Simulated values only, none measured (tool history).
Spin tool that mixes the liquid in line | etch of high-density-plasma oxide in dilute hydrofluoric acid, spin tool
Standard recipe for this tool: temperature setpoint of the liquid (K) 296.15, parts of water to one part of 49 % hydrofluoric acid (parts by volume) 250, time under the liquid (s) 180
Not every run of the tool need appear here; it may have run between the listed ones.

run,day,temperature setpoint of the liquid (K),parts of water to one part of 49 % hydrofluoric acid (parts by volume),time under the liquid (s),wafers since the last listed run,hours since the thermometer was replaced,hours since the hydrofluoric acid flow meter was replaced,hours since the gauge calibration,"read-back film thickness of the high-density-plasma oxide reference wafer, read on the same gauge (nm)",thickness taken off the high-density-plasma oxide on a monitor wafer (nm)
1,0,296.15,250,180,0,1337.2,1123.8,207.8,70.651,3.603
2,1.404,296.15,250,180,242,1370.9,1157.5,241.5,70.751,3.561
3,2.454,296.15,250,115,181,1396.1,1182.7,266.7,70.842,2.304
4,3.683,294.65,250,135,212,1425.6,1212.2,296.2,70.908,2.562
5,5.179,294.65,250,135,258,1461.5,1248.1,332.1,71.039,2.533
6,5.879,293.15,250,180,120,1478.3,1264.9,348.9,71.072,3.274
7,7.329,296.15,250,180,250,1513.1,1299.7,383.7,71.175,3.584
8,7.842,296.15,250,180,88,1525.4,1312,396,71.204,3.612
9,8.838,296.15,250,250,171,1549.3,1335.9,419.9,71.247,4.99
10,9.608,296.15,250,250,133,1567.8,1354.4,438.4,71.333,5.027
11,10.312,296.15,250,250,121,1584.7,1371.3,455.3,71.374,5.052
# day 11.25: hydrofluoric acid flow meter replaced
12,11.308,296.15,250,180,164,1608.6,1.4,479.2,71.456,3.592
13,12.538,296.15,330,180,212,1638.1,30.9,508.7,71.525,2.532
14,13.121,296.15,205,125,100,1652.1,44.9,522.7,71.562,3.194
15,14.079,296.15,215,180,165,1675.1,67.9,545.7,71.622,4.388
16,14.771,296.15,250,180,119,1691.7,84.5,562.3,71.61,3.662

Expected results for the next run?
17,15.825,293.65,335,145,181,1717,109.8,587.6,?,?

{"run 17": {"read-back film thickness of the high-density-plasma oxide reference wafer, read on the same gauge (nm)": 71.758, "thickness taken off the high-density-plasma oxide on a monitor wafer (nm)": 1.865}}
On a tool with no hidden condition, and with the same random variation, this run would have come out at thickness taken off the high-density-plasma oxide on a monitor wafer (nm) 1.82.
